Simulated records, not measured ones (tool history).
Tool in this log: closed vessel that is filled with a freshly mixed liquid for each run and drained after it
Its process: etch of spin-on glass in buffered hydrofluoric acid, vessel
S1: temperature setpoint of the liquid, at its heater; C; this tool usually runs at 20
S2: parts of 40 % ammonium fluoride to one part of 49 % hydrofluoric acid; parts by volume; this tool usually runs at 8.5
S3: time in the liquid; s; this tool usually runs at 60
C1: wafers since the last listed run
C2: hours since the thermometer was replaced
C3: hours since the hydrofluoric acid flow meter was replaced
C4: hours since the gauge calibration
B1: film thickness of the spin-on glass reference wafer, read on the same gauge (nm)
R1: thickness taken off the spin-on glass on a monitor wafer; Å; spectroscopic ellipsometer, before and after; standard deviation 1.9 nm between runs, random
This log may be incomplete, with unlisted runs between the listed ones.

run    hour    S1   S2  S3    C1      C2     C3     C4     B1      R1
  1       0    20  8.5  60     0  1162.9  319.7  225.1  49.97  2288.7
  2    35.2    17  8.5  60  4514  1198.1  354.9  260.3  50.01  1932.1
  3   106.8    17  8.5  60  9182  1269.7  426.5  331.9  49.99  1941.4
  4   166.9    17  8.5  60  7707  1329.8  486.6    392  49.95  1908.1
  5   221.4    20  8.5  60  6989  1384.3  541.1  446.5  50.01  2269.6
      252.8  -- hydrofluoric acid flow meter replaced
  6   279.2    20  9.5  60  7284  1442.1   26.4  504.3     50  2050.2
  7     327    20  9.5  60  6130  1489.9   74.2  552.1  49.95  2065.4
  8   373.4    20   10  60  5950  1536.3  120.6  598.5     50  1968.8
  9   404.4    21  8.5  60  3975  1567.3  151.6  629.5  49.97  2396.8
      414.3  -- gauge calibrated
 10     475    20  8.5  60  9054  1637.9  222.2   60.7  49.99  2274.7
 11   512.4    20  8.5  60  4796  1675.3  259.6   98.1  50.01  2270.2
      552.6  -- thermometer replaced
 12   558.9    18  8.5  40  5835     6.3  306.1  144.6  49.99  1428.2
 13   617.9    20  8.5  60  7566    65.3  365.1  203.6  50.01  2375.7
 14   648.4    20  8.5  75  3911    95.8  395.6  234.1  50.03  3002.2
 15   689.7    17  8.5  60  5296   137.1  436.9  275.4  50.01  2020.9
      692.4  -- hydrofluoric acid flow meter replaced
 16   749.6    20  8.5  75  7553     197   57.2  335.3  50.01  2946.2
 17   786.9    17  8.5  90  4783   234.3   94.5  372.6  50.02  3022.1
 18   811.4    20  8.5  40  3142   258.8    119  397.1  50.03  1596.4
 19     860    17  9.5  85  6232   307.4  167.6  445.7  50.01  2549.7
 20   904.2    20  8.5  90  5668   351.6  211.8  489.9  50.02    3492
 21   970.2    20  8.5  60  8464   417.6  277.8  555.9  50.02    2385
      982.6  -- gauge calibrated
 22  1000.1  23.5  8.5  60  3834   447.5  307.7   17.5  49.97  2846.7
 23    1071    20  6.5  70  9092   518.4  378.6   88.4  49.99  3620.8

Measured minus without-hidden-state, run by run (identical run-to-run variation in each term; gauge scatter may differ):
Hidden conditions of the tool in this case: liquid colder than its thermometer reads (K); hydrofluoric acid flow above the setpoint (%); gauge reads high (%).
run      R1
  1    -124
  2  -109.3
  3  -116.8
  4  -120.6
  5  -145.9
  6  -136.9
  7  -142.9
  8  -140.9
  9  -173.2
 10  -173.8
 11  -177.6
 12   -12.2
 13   -25.4
 14   -37.2
 15   -29.1
 16   -48.2
 17   -55.8
 18   -30.7
 19     -56
 20   -83.1
 21   -63.6
 22   -77.4
 23  -111.2
